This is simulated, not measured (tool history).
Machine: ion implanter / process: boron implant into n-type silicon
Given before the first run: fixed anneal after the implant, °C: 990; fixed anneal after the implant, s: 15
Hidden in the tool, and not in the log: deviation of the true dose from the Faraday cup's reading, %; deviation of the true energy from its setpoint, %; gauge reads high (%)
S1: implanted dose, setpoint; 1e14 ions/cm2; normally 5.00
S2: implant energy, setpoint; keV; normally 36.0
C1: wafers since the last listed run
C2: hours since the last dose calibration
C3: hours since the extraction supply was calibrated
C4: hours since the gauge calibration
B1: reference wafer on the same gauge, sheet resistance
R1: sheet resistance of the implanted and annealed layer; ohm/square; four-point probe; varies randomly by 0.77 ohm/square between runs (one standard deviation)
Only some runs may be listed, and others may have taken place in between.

run	hour	S1	S2	C1	C2	C3	C4	B1	R1
1	0.0	5.00	36.0	0	1900.3	5999.2	151.0	215.83	210.81
2	80.4	5.00	36.0	2285	1980.7	6079.6	231.4	215.99	209.34
3	175.0	5.00	36.0	2689	2075.3	6174.2	326.0	215.45	209.05
4	262.8	5.00	36.0	2496	2163.1	6262.0	413.8	215.92	211.03
5	302.5	5.00	36.0	1128	2202.8	6301.7	453.5	215.79	207.79
6	376.2	5.00	36.0	2095	2276.5	6375.4	527.2	215.94	208.67
# hour 698.3: Faraday cup replaced and dose calibrated
7	698.8	5.00	36.0	8944	0.5	6698.0	849.8	216.10	218.83
# hour 800.2: gauge calibrated
8	935.2	5.00	36.0	6721	236.9	6934.4	135.0	216.10	218.05
9	1018.9	3.98	36.0	2379	320.6	7018.1	218.7	216.18	260.23
# hour 1057.8: extraction supply calibrated
10	1100.1	5.00	36.0	2081	401.8	42.3	299.9	215.72	217.35
11	1155.8	4.62	44.0	1583	457.5	98.0	355.6	216.26	227.92
12	1312.4	5.00	36.0	4452	614.1	254.6	512.2	215.72	217.42
13	1384.0	5.69	27.0	2035	685.7	326.2	583.8	215.81	197.76
14	1442.5	6.47	25.5	1663	744.2	384.7	642.3	215.85	178.97
15	1580.0	4.00	40.5	3909	881.7	522.2	779.8	216.10	251.61
16	1652.0	4.22	27.5	2047	953.7	594.2	851.8	215.72	251.66

The tool's hidden state at each run:
deviation of the true energy from its setpoint, %: 0 across all the runs
gauge reads high (%): 0 across all the runs
H1: deviation of the true dose from the Faraday cup's reading, %
run	H1
1	4.33
2	4.49
3	4.68
4	4.86
5	4.94
6	5.09
7	-0.335
8	0.144
9	0.314
10	0.478
11	0.591
12	0.908
13	1.05
14	1.17
15	1.45
16	1.6
